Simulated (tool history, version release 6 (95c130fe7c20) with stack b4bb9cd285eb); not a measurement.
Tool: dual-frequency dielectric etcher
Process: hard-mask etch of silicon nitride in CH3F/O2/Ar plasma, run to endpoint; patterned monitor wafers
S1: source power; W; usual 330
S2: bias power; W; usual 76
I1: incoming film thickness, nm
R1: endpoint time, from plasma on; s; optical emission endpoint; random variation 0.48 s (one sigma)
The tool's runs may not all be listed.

run   hour   S1  S2     I1    R1
  1    0.0  330  76  33.61  58.4
  2   16.3  330  76  33.73  58.2
  3   28.1  330  76  33.53  58.0
  4   39.7  330  76  33.83  58.7
  5   54.5  300  76  33.53  58.8
  6   61.2  300  76  33.50  60.5
  7   69.9  330  68  33.86  60.9
     108.3  -- wet clean of the chamber
  8  108.8  330  76  33.75  55.1
  9  109.1  330  76  33.56  54.7
 10  116.6  330  76  33.53  56.2
     126.0  -- bias power generator calibrated
 11  126.5  330  76  33.35  54.9
 12  137.0  390  76  33.31  52.4
 13  151.3  390  76  33.83  53.7
 14  159.6  330  76  33.58  55.5
 15  170.8  260  67  33.58  62.6
 16  184.4  260  76  33.47  59.9
 17  198.3  330  76  33.30  55.6
 18  214.0  310  62  33.68  61.6
     239.4  -- upper electrode replaced
 19  239.9  380  69  33.75  56.0
 20  248.2  400  62  33.18  55.9
 21  257.4  330  76  33.58  56.6
     266.7  -- source power generator calibrated
 22  267.2  330  88  33.62  53.0
 23  280.6  330  76  33.69  57.8
 24  295.7  380  76  33.37  53.9
 25  306.4  300  58  33.63  63.5
 26  321.8  330  76  33.34  56.1
 27  331.4  360  94  33.28  52.1
 28  343.8  270  76  33.60  60.7
 29  351.6  360  94  33.73  52.4
 30  359.4  380  69  33.57  56.8
 31  367.1  330  76  33.61  56.0
 32  377.1  330  87  33.61  55.6
 33  385.4  310  66  33.66  61.2
 34  400.4  300  94  33.51  54.7
 35  416.4  330  76  33.36  56.8

Measured less the same run without the tool's hidden state. The same run-to-run variation is in both; the gauge's scatter may not be:
The hidden state here: etch rate over this chamber's usual, %; source power that arrives over what is set, %; bias power that arrives over what is set, %.
run    R1
  1  +2.5
  2  +2.6
  3  +2.7
  4  +2.8
  5  +2.9
  6  +3.0
  7  +3.2
  8  +0.1
  9  +0.1
 10  +0.1
 11  +0.2
 12  +0.2
 13  +0.4
 14  +0.4
 15  +0.6
 16  +0.6
 17  +0.7
 18  +0.8
 19  +0.9
 20  +1.0
 21  +1.1
 22  +1.0
 23  +1.2
 24  +1.2
 25  +1.6
 26  +1.5
 27  +1.5
 28  +1.7
 29  +1.6
 30  +1.7
 31  +1.7
 32  +1.8
 33  +2.1
 34  +1.9
 35  +2.1
